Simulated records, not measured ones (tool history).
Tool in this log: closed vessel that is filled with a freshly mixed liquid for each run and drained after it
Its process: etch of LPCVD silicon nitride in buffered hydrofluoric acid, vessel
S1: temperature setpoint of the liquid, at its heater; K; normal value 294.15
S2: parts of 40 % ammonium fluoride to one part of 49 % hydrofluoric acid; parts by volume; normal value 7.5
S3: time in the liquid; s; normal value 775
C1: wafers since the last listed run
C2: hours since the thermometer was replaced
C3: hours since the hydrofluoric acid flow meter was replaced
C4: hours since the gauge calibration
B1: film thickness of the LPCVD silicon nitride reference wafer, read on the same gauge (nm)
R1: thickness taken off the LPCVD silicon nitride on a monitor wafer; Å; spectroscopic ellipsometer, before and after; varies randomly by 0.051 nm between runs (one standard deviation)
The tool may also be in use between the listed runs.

run 1 day=0.000 | S1=294.15 S2=7.5 S3=775 | C1=0 C2=1939.1 C3=1120.6 C4=123.4 | B1=140.68 | R1=114.3
run 2 day=1.217 | S1=294.15 S2=7.5 S3=775 | C1=1894 C2=1968.3 C3=1149.8 C4=152.6 | B1=140.88 | R1=115.2
run 3 day=1.871 | S1=294.15 S2=7.5 S3=775 | C1=1018 C2=1984.0 C3=1165.5 C4=168.3 | B1=140.99 | R1=114.3
run 4 day=2.871 | S1=292.15 S2=7.5 S3=1035 | C1=1557 C2=2008.0 C3=1189.5 C4=192.3 | B1=141.13 | R1=138.3
run 5 day=4.204 | S1=292.15 S2=7.5 S3=1035 | C1=2076 C2=2040.0 C3=1221.5 C4=224.3 | B1=141.24 | R1=136.8
run 6 day=5.650 | S1=292.15 S2=7.5 S3=1035 | C1=2251 C2=2074.7 C3=1256.2 C4=259.0 | B1=141.47 | R1=138.2
run 7 day=6.412 | S1=294.15 S2=7.5 S3=775 | C1=1187 C2=2093.0 C3=1274.5 C4=277.3 | B1=141.59 | R1=114.5
run 8 day=7.162 | S1=294.15 S2=7.5 S3=775 | C1=1167 C2=2111.0 C3=1292.5 C4=295.3 | B1=141.68 | R1=115.0
-- day=7.354 thermometer replaced
run 9 day=7.979 | S1=294.15 S2=7.5 S3=775 | C1=1206 C2=15.0 C3=1312.1 C4=314.9 | B1=141.81 | R1=115.8
run 10 day=8.946 | S1=294.15 S2=7.5 S3=775 | C1=1505 C2=38.2 C3=1335.3 C4=338.1 | B1=141.93 | R1=116.3
-- day=9.825 gauge calibrated
run 11 day=10.067 | S1=291.65 S2=10.5 S3=390 | C1=1745 C2=65.1 C3=1362.2 C4=5.8 | B1=140.22 | R1=36.3
run 12 day=11.388 | S1=294.15 S2=7.5 S3=515 | C1=2056 C2=96.8 C3=1393.9 C4=37.5 | B1=140.38 | R1=76.1
run 13 day=11.929 | S1=292.15 S2=6.5 S3=310 | C1=843 C2=109.8 C3=1406.9 C4=50.5 | B1=140.47 | R1=47.0
run 14 day=12.450 | S1=291.65 S2=10.5 S3=390 | C1=811 C2=122.3 C3=1419.4 C4=63.0 | B1=140.56 | R1=36.7
run 15 day=13.233 | S1=292.15 S2=10.0 S3=775 | C1=1219 C2=141.1 C3=1438.2 C4=81.8 | B1=140.64 | R1=79.2
-- day=14.000 hydrofluoric acid flow meter replaced
run 16 day=14.233 | S1=294.15 S2=7.5 S3=515 | C1=1492 C2=165.1 C3=5.6 C4=105.8 | B1=140.80 | R1=76.4
run 17 day=16.925 | S1=294.15 S2=7.5 S3=435 | C1=4191 C2=229.7 C3=70.2 C4=170.4 | B1=141.16 | R1=64.4
run 18 day=18.142 | S1=294.15 S2=7.5 S3=775 | C1=1894 C2=258.9 C3=99.4 C4=199.6 | B1=141.30 | R1=114.7
run 19 day=19.900 | S1=290.15 S2=5.5 S3=545 | C1=2738 C2=301.1 C3=141.6 C4=241.8 | B1=141.55 | R1=85.8

State the hidden condition of the tool at each of the runs:
liquid hotter than its thermometer reads (K): 0 across all the runs
hydrofluoric acid flow above the setpoint (%): 0 across all the runs
H1: gauge reads high (%)
run=1 H1=0.516
run=2 H1=0.633
run=3 H1=0.696
run=4 H1=0.792
run=5 H1=0.92
run=6 H1=1.06
run=7 H1=1.13
run=8 H1=1.2
run=9 H1=1.28
run=10 H1=1.38
run=11 H1=0.162
run=12 H1=0.289
run=13 H1=0.341
run=14 H1=0.391
run=15 H1=0.466
run=16 H1=0.562
run=17 H1=0.821
run=18 H1=0.938
run=19 H1=1.11
